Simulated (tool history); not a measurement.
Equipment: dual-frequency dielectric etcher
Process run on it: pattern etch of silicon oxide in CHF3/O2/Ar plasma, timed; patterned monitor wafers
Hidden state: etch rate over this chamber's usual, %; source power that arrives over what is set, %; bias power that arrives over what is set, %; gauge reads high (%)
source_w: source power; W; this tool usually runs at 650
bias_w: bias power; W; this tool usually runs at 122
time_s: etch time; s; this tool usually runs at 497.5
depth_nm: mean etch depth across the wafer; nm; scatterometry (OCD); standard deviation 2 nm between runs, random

run,day,source_w,bias_w,time_s,wafers since the last listed run,hours since the last wet clean,hours since the last source power generator calibration,hours since the last bias power generator calibration,hours since the last upper electrode change,hours since the gauge calibration,"read-back reference wafer on the same gauge, depth_nm",depth_nm
1,0.000,650,122,497.5,0,243.5,2109.7,4392.0,0.5,379.6,805.1,862.1
2,0.225,650,122,497.5,13,248.9,2115.1,4397.4,5.9,385.0,805.3,866.0
3,1.271,650,122,497.5,61,274.0,2140.2,4422.5,31.0,410.1,805.2,865.9
4,2.596,650,122,553.0,78,305.8,2172.0,4454.3,62.8,441.9,805.4,964.7
# day 6.071: bias power generator calibrated
# day 6.175: wet clean of the chamber
5,6.196,580,110,397.5,196,0.5,2258.4,3.0,149.2,528.3,805.1,618.3
6,6.717,650,122,497.5,30,13.0,2270.9,15.5,161.7,540.8,804.6,841.1
7,7.721,780,122,370.5,59,37.1,2295.0,39.6,185.8,564.9,805.5,682.6
8,9.054,650,122,497.5,78,69.1,2327.0,71.6,217.8,596.9,804.8,844.1
# day 9.833: gauge calibrated
9,10.271,720,110,447.0,71,98.3,2356.2,100.8,247.0,10.5,805.0,771.1
10,10.950,650,122,497.5,40,114.6,2372.5,117.1,263.3,26.8,805.0,847.1
11,11.512,650,122,497.5,33,128.1,2386.0,130.6,276.8,40.3,805.0,848.8
12,12.788,760,107,402.0,75,158.7,2416.6,161.2,307.4,70.9,805.3,705.4
# day 13.762: source power generator calibrated
13,14.275,770,122,497.5,77,194.4,12.3,196.9,343.1,106.6,804.9,940.3
14,14.946,520,136,497.5,39,210.5,28.4,213.0,359.2,122.7,805.1,816.1
15,16.038,650,122,497.5,64,236.7,54.6,239.2,385.4,148.9,804.8,868.6
# day 19.296: wet clean of the chamber
16,19.496,650,144,411.5,144,4.8,137.6,322.2,468.4,231.9,804.7,748.1
17,20.262,720,122,497.5,45,23.2,156.0,340.6,486.8,250.3,805.3,894.6
18,20.804,520,122,536.0,31,36.2,169.0,353.6,499.8,263.3,805.1,829.7
19,21.625,800,122,351.5,48,55.9,188.7,373.3,519.5,283.0,804.8,666.2
20,22.817,650,122,497.5,70,84.5,217.3,401.9,548.1,311.6,804.6,861.1
21,24.154,650,122,497.5,78,116.6,249.4,434.0,580.2,343.7,804.5,860.1
22,24.875,720,122,589.5,42,133.9,266.7,451.3,597.5,361.0,804.7,1065.3
23,25.883,650,122,497.5,59,158.1,290.9,475.5,621.7,385.2,805.1,861.2
24,26.692,580,138,416.0,47,177.5,310.3,494.9,641.1,404.6,805.2,716.2
25,28.408,790,102,497.5,101,218.7,351.5,536.1,682.3,445.8,804.8,889.1
26,29.833,650,122,497.5,83,252.9,385.7,570.3,716.5,480.0,805.4,863.5
27,31.042,650,122,497.5,71,281.9,414.7,599.3,745.5,509.0,804.9,867.0
28,31.808,770,138,437.0,45,300.3,433.1,617.7,763.9,527.4,805.2,859.9
29,33.292,650,122,497.5,87,335.9,468.7,653.3,799.5,563.0,804.7,870.7

Below, some changes in depth_nm between adjacent runs. For each, the amount present without the hidden state too (settings, incoming material, random variation) and the amount remaining for the hidden state with gauge scatter not shared by both compared results:
Run 4 -> 5: source_w 650 -> 580, bias_w 122 -> 110, time_s 553.0 -> 397.5, bias power generator calibrated, wet clean of the chamber. depth_nm -346.4 nm: hidden state -19.5, all else -326.9.
Run 12 -> 13: source_w 760 -> 770, bias_w 107 -> 122, time_s 402.0 -> 497.5, source power generator calibrated. depth_nm +234.9 nm: hidden state +15.3, all else +219.6.
